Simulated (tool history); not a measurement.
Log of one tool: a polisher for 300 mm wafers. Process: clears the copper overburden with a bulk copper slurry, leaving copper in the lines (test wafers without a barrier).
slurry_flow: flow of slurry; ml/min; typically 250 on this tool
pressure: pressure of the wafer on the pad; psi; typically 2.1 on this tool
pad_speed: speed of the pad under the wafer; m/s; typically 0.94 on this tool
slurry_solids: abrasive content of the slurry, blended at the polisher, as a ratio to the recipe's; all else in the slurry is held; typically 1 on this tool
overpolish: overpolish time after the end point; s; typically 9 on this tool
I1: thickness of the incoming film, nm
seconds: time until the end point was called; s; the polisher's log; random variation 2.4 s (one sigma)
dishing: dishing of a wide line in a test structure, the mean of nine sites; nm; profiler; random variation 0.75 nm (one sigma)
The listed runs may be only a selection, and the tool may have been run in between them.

Run 1, hour 0: usual settings but overpolish 11 s; I1 955.9. Result: seconds 131.9 s, dishing 50.5 nm.
At hour 4.1: worn pad replaced by a new one.
Run 2, hour 35.9: usual settings; I1 987.3. Result: seconds 134.9 s, dishing 43.5 nm.
Run 3, hour 50.7: usual settings; I1 986.7. Result: seconds 131.7 s, dishing 43.7 nm.
Run 4, hour 60.5: usual settings; I1 969. Result: seconds 134 s, dishing 43.4 nm.
Run 5, hour 79.4: usual settings; I1 961.7. Result: seconds 132.1 s, dishing 43.8 nm.
Run 6, hour 95.2: usual settings but pad_speed 0.82 m/s; I1 980.7. Result: seconds 152.9 s, dishing 39.1 nm.
Run 7, hour 112.3: usual settings; I1 982.2. Result: seconds 134.8 s, dishing 44.3 nm.
At hour 118: slurry nozzle cleaned.
Run 8, hour 120.7: usual settings; I1 980. Result: seconds 132.7 s, dishing 43.9 nm.
At hour 125.2: worn pad replaced by a new one.
At hour 126.6: head pressure recalibrated.
Run 9, hour 163.2: usual settings but slurry_flow 225 ml/min, overpolish 7 s; I1 972.6. Result: seconds 132.9 s, dishing 32.8 nm.
At hour 166.9: slurry blender recalibrated.
Run 10, hour 179: usual settings but slurry_flow 225 ml/min, overpolish 7 s; I1 973.9. Result: seconds 137.2 s, dishing 34.7 nm.
Run 11, hour 193.4: usual settings but slurry_flow 225 ml/min, overpolish 7 s; I1 983.6. Result: seconds 135.3 s, dishing 34.3 nm.
Run 12, hour 210.6: usual settings but slurry_flow 270 ml/min, pad_speed 1.04 m/s; I1 960.4. Result: seconds 114.8 s, dishing 47 nm.
Run 13, hour 222.9: usual settings; I1 965.8. Result: seconds 133.6 s, dishing 43.3 nm.
At hour 232.4: worn pad replaced by a new one.
Run 14, hour 232.9: usual settings but pad_speed 0.82 m/s, slurry_solids 0.8; I1 961.3. Result: seconds 157.4 s, dishing 36.3 nm.
Run 15, hour 242.1: usual settings but slurry_flow 220 ml/min, slurry_solids 0.75, overpolish 13 s; I1 992.1. Result: seconds 147.9 s, dishing 52.6 nm.
Run 16, hour 250.8: usual settings but pressure 2.8 psi, overpolish 8 s; I1 975. Result: seconds 97.5 s, dishing 50.4 nm.
Run 17, hour 263.5: usual settings but slurry_flow 300 ml/min, pressure 1.6 psi; I1 957.3. Result: seconds 171.6 s, dishing 33.6 nm.
Run 18, hour 272.4: usual settings but pressure 1.7 psi, pad_speed 0.76 m/s, slurry_solids 1.15, overpolish 12 s; I1 978.7. Result: seconds 198.2 s, dishing 38.2 nm.
Run 19, hour 288.1: usual settings but pad_speed 0.82 m/s, slurry_solids 0.8; I1 968.8. Result: seconds 161.2 s, dishing 35.8 nm.
Run 20, hour 320.2: usual settings; I1 985.3. Result: seconds 133.9 s, dishing 43.1 nm.
Run 21, hour 326.6: usual settings but pressure 1.5 psi, slurry_solids 0.75; I1 992.1. Result: seconds 201.2 s, dishing 30.1 nm.
Run 22, hour 336.6: usual settings but slurry_flow 290 ml/min, pressure 2.4 psi; I1 961.9. Result: seconds 114.5 s, dishing 48.9 nm.
At hour 349.3: worn pad replaced by a new one.
Run 23, hour 349.9: usual settings but slurry_flow 180 ml/min, slurry_solids 1.25; I1 963.6. Result: seconds 128.2 s, dishing 44.1 nm.
Run 24, hour 356: usual settings but slurry_solids 1.15; I1 993.3. Result: seconds 132.4 s, dishing 43.1 nm.

Below are 3 alternative next runs, each starting from the tool's condition after run 24. Predict each:
Run A, hour 356.5: usual settings but pad_speed 0.7 m/s; I1 974.5. Result: seconds ?, dishing ?.
Run B, hour 356.5: usual settings but slurry_flow 170 ml/min, pad_speed 1.04 m/s; I1 974.5. Result: seconds ?, dishing ?.
Run C, hour 356.5: usual settings but overpolish 14 s; I1 974.5. Result: seconds ?, dishing ?.

run  seconds  dishing
  A    172.6     33.6
  B      122     45.3
  C    128.5     62.1
Had the tool no hidden state, the same runs would have come out as:
run  seconds  dishing
  A    172.6     33.6
  B      122     45.3
  C    128.5     62.1

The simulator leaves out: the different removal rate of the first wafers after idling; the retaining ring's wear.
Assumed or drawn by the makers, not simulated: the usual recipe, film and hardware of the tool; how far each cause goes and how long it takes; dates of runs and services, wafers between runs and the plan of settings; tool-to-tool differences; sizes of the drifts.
